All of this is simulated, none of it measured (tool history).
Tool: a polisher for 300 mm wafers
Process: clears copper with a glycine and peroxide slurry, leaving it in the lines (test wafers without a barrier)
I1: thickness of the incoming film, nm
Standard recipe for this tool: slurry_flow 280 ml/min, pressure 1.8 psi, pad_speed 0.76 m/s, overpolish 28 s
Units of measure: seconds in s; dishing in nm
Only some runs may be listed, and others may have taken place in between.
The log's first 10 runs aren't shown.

run 11 hour=503.3 | slurry_flow=280 pressure=1.8 pad_speed=0.76 overpolish=28 | I1=303.4 | seconds=117.1 dishing=42.2
-- hour=546.3 worn pad replaced by a new one
run 12 hour=564.1 | slurry_flow=280 pressure=1.8 pad_speed=0.76 overpolish=28 | I1=307 | seconds=109.4 dishing=44.9
-- hour=573.4 head pressure recalibrated
run 13 hour=708.5 | slurry_flow=280 pressure=1.8 pad_speed=0.58 overpolish=28 | I1=304.1 | seconds=132.3 dishing=40
run 14 hour=773.3 | slurry_flow=280 pressure=1.8 pad_speed=0.58 overpolish=28 | I1=306.2 | seconds=138.3 dishing=37.7
-- hour=842.4 slurry nozzle cleaned
run 15 hour=878.2 | slurry_flow=280 pressure=1.8 pad_speed=0.58 overpolish=28 | I1=305.3 | seconds=142.6 dishing=37.7
-- hour=931.5 worn pad replaced by a new one
run 16 hour=937.5 | slurry_flow=280 pressure=1.6 pad_speed=0.76 overpolish=28 | I1=303 | seconds=113.3 dishing=42.6
run 17 hour=999.4 | slurry_flow=280 pressure=1.6 pad_speed=0.76 overpolish=28 | I1=309.2 | seconds=120.9 dishing=40.6
-- hour=1029.4 head pressure recalibrated
run 18 hour=1045.8 | slurry_flow=280 pressure=1.8 pad_speed=0.76 overpolish=28 | I1=306.7 | seconds=108.6 dishing=45.3
run 19 hour=1083 | slurry_flow=280 pressure=2.1 pad_speed=0.84 overpolish=28 | I1=307.2 | seconds=95.2 dishing=49.9
run 20 hour=1145.6 | slurry_flow=280 pressure=1.8 pad_speed=0.9 overpolish=35 | I1=306.4 | seconds=103.1 dishing=55.4
run 21 hour=1202.2 | slurry_flow=280 pressure=1.8 pad_speed=0.76 overpolish=28 | I1=309.7 | seconds=117 dishing=42.9
run 22 hour=1240.6 | slurry_flow=220 pressure=2.1 pad_speed=0.9 overpolish=37 | I1=306.1 | seconds=100.3 dishing=58.9
-- hour=1273.6 slurry nozzle cleaned
-- hour=1274.7 worn pad replaced by a new one
run 23 hour=1297.5 | slurry_flow=375 pressure=1.8 pad_speed=0.76 overpolish=21 | I1=301 | seconds=104.3 dishing=37.7
-- hour=1406.6 head pressure recalibrated
run 24 hour=1451.8 | slurry_flow=335 pressure=1.8 pad_speed=0.76 overpolish=28 | I1=301.2 | seconds=104.7 dishing=44.6
run 25 hour=1478.6 | slurry_flow=280 pressure=1.8 pad_speed=0.76 overpolish=28 | I1=307.3 | seconds=110.8 dishing=43.3
run 26 hour=1528.2 | slurry_flow=200 pressure=1.5 pad_speed=0.58 overpolish=28 | I1=304.9 | seconds=153.9 dishing=36.2
run 27 hour=1588.6 | slurry_flow=280 pressure=1.8 pad_speed=0.88 overpolish=28 | I1=306.6 | seconds=105.8 dishing=45.3
run 28 hour=1620.6 | slurry_flow=325 pressure=1.8 pad_speed=0.76 overpolish=12 | I1=306.9 | seconds=117.2 dishing=20.9
-- hour=1643 worn pad replaced by a new one
run 29 hour=1667.6 | slurry_flow=280 pressure=2.2 pad_speed=0.76 overpolish=28 | I1=306.2 | seconds=94.9 dishing=50.1
-- hour=1694.2 slurry nozzle cleaned
run 30 hour=1738.8 | slurry_flow=280 pressure=1.4 pad_speed=0.5 overpolish=35 | I1=306.7 | seconds=172.5 dishing=40.1
-- hour=1762.8 head pressure recalibrated
run 31 hour=1779 | slurry_flow=280 pressure=2.2 pad_speed=0.98 overpolish=37 | I1=307 | seconds=79.5 dishing=65.2
run 32 hour=1808 | slurry_flow=280 pressure=1.8 pad_speed=0.76 overpolish=28 | I1=302.9 | seconds=110.1 dishing=43.9
run 33 hour=1844.4 | slurry_flow=235 pressure=1.5 pad_speed=1.02 overpolish=34 | I1=306.6 | seconds=106.6 dishing=53
run 34 hour=1876.5 | slurry_flow=245 pressure=1.8 pad_speed=0.52 overpolish=28 | I1=300.8 | seconds=144.2 dishing=37.1
run 35 hour=1931.4 | slurry_flow=280 pressure=2 pad_speed=0.76 overpolish=28 | I1=302.1 | seconds=108.4 dishing=45.1

Below are 3 alternative next runs, each starting from the tool's condition after run 35. Predict each:
run A hour=1931.9 | slurry_flow=280 pressure=1.8 pad_speed=0.76 overpolish=28 | I1=301 | seconds=? dishing=?
run B hour=1931.9 | slurry_flow=355 pressure=1.4 pad_speed=0.76 overpolish=28 | I1=301 | seconds=? dishing=?
run C hour=1931.9 | slurry_flow=280 pressure=2.3 pad_speed=0.5 overpolish=28 | I1=301 | seconds=? dishing=?

run=A seconds=118.8 dishing=42.6
run=B seconds=135.3 dishing=38.6
run=C seconds=135.5 dishing=39.4
Had the tool no hidden state, the same runs would have come out as:
run=A seconds=100.1 dishing=48.3
run=B seconds=114.2 dishing=44
run=C seconds=114.4 dishing=45
